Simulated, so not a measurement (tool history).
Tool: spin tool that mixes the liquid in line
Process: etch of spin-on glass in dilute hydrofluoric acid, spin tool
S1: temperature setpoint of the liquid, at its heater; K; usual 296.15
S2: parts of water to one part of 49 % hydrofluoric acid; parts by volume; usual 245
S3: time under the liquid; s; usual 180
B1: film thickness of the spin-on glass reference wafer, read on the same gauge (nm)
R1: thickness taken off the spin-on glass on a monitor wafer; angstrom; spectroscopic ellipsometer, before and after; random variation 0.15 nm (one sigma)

run     day      S1   S2   S3      B1     R1
  1   0.000  296.15  245  180  125.93  167.2
  2   1.696  296.15  245  180  125.70  165.2
  3   3.646  296.15  245  180  125.45  168.2
  4   6.392  294.65  245  180  125.02  157.7
  5   8.721  294.65  245  180  124.68  153.9
  6  11.908  293.15  245  180  124.13  147.2
  7  13.938  293.15  245  180  123.77  147.5
  8  16.608  293.15  245  180  123.22  150.0
     18.446  -- hydrofluoric acid flow meter replaced
  9  18.825  296.15  245  120  122.81  109.0
 10  21.196  296.15  245  120  122.34  109.4
     22.688  -- thermometer replaced
 11  22.925  296.15  245  120  121.90  108.2
 12  24.883  296.15  245  180  121.51  162.7
 13  26.812  296.15  245  180  121.07  159.8
 14  28.608  296.15  245  180  120.59  162.8
 15  30.600  300.65  160  215  120.17  377.4
 16  34.412  291.65  245  280  119.19  209.3
 17  37.275  296.15  245  180  118.44  159.1
     38.829  -- gauge calibrated
 18  38.975  296.15  335  180  130.69  116.4
 19  40.304  296.15  140  125  130.66  236.8
 20  41.762  300.65  160  215  130.63  408.4
 21  44.538  300.15  245  180  130.60  199.5
 22  46.500  293.15  350  120  130.54   65.3
 23  48.238  297.65  245  180  130.52  182.3
 24  50.358  296.15  245  100  130.34   95.4
 25  51.796  296.15  210  215  130.36  250.1
 26  54.450  299.65  330  180  130.22  133.1
 27  57.033  299.15  175  275  130.01  440.9
 28  59.992  296.15  245  180  129.79  172.6

Forecast each of these 5 alternatives for the next run:
  A  60.012  296.15  245  180   ?   ?
  B  60.012  296.15  340  150   ?   ?
  C  60.012  296.15  165  245   ?   ?
  D  60.012  296.15  185  180   ?   ?
  E  60.012  296.15  320  130   ?   ?

run      B1     R1
  A  129.82  172.4
  B  129.82   94.5
  C  129.82  378.8
  D  129.82  242.9
  E  129.82   88.6
Without the tool's hidden state the same runs would have given:
run     R1
  A  172.6
  B   94.6
  C  379.4
  D  243.3
  E   88.8
